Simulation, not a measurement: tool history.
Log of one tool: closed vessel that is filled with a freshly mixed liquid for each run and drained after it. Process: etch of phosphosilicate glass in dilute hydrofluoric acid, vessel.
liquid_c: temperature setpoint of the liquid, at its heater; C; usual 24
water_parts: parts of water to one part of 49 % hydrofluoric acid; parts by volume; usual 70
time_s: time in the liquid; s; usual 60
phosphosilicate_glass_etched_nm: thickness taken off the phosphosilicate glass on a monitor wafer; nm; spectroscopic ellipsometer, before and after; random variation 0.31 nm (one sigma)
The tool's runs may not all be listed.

run,hour,liquid_c,water_parts,time_s,wafers since the last listed run,hours since the thermometer was replaced,hours since the hydrofluoric acid flow meter was replaced,hours since the gauge calibration,"read-back film thickness of the phosphosilicate glass reference wafer, read on the same gauge (nm)",phosphosilicate_glass_etched_nm
1,0,24,70,60,0,362.5,1607.6,373.7,60.02,91.43
# hour 13.4: hydrofluoric acid flow meter replaced
2,17.6,24,70,70,1501,380.1,4.2,391.3,59.98,117.03
3,31.2,24,70,60,1230,393.7,17.8,404.9,59.99,100.05
4,47.8,24,70,60,1501,410.3,34.4,421.5,59.98,99.54
5,59.9,24,70,60,1094,422.4,46.5,433.6,59.99,99.02
6,76.6,24,70,60,1510,439.1,63.2,450.3,59.97,100
7,93.2,24,70,60,1501,455.7,79.8,466.9,60,100.12
8,103.2,24,70,75,904,465.7,89.8,476.9,60,125.29
9,114.6,20.5,95,60,1031,477.1,101.2,488.3,59.99,61.66
10,122.3,24,70,60,696,484.8,108.9,496,59.98,99.67
11,135.4,25.5,105,40,1184,497.9,122,509.1,60.01,45.14
12,149.3,24,70,60,1257,511.8,135.9,523,59.97,99.56
13,165.1,26.5,95,80,1428,527.6,151.7,538.8,59.98,104.48
14,172,28.5,70,60,624,534.5,158.6,545.7,60.01,119.15
15,186.5,28,85,70,1311,549,173.1,560.2,59.99,109.25
# hour 190.7: gauge calibrated
16,193.5,24,55,35,633,556,180.1,2.8,60.02,74.83
# hour 204.2: thermometer replaced
17,205.3,24,70,60,976,1.1,191.9,14.6,60.01,99.29
18,218,24,70,60,1148,13.8,204.6,27.3,59.98,98.46
19,226,24,70,95,723,21.8,212.6,35.3,60.01,157.29
20,235.6,24,40,60,868,31.4,222.2,44.9,59.97,179.71
21,251.4,24,70,60,1428,47.2,238,60.7,59.96,98.58
22,269.3,25.5,55,95,1618,65.1,255.9,78.6,60,215.13
23,275.5,24,80,40,560,71.3,262.1,84.8,60.02,56.79
24,286.4,24,70,60,985,82.2,273,95.7,60,98.58
25,301.7,24,70,90,1383,97.5,288.3,111,59.98,148.01
26,315,24,70,60,1202,110.8,301.6,124.3,59.97,98.34
27,327.1,24,70,60,1094,122.9,313.7,136.4,60,98.27
28,342.4,24,70,60,1383,138.2,329,151.7,59.99,98.27
29,356.6,26,45,75,1284,152.4,343.2,165.9,60.01,213.84
30,365.9,29,105,70,841,161.7,352.5,175.2,59.98,88.26
31,375.6,20.5,35,30,877,171.4,362.2,184.9,59.99,89.13

Some steps in phosphosilicate_glass_etched_nm between neighbouring runs. How much of each would the tool show without its hidden state too (settings, what came in, random variation), and how much is left for the hidden state, with any gauge scatter that isn't in both results?
The hidden state here: liquid colder than its thermometer reads (K); hydrofluoric acid flow below the setpoint (%); gauge reads high (%).
Run 1 -> 2: time_s 60 -> 70, hydrofluoric acid flow meter replaced. phosphosilicate_glass_etched_nm +25.6 nm: hidden state +8.37, all else +17.23.
Run 21 -> 22: liquid_c 24 -> 25.5, water_parts 70 -> 55, time_s 60 -> 95. phosphosilicate_glass_etched_nm +116.55 nm: hidden state -2.29, all else +118.84.
Run 22 -> 23: liquid_c 25.5 -> 24, water_parts 55 -> 80, time_s 95 -> 40. phosphosilicate_glass_etched_nm -158.34 nm: hidden state +2.98, all else -161.32.
Run 29 -> 30: liquid_c 26 -> 29, water_parts 45 -> 105, time_s 75 -> 70. phosphosilicate_glass_etched_nm -125.58 nm: hidden state +2.74, all else -128.32.
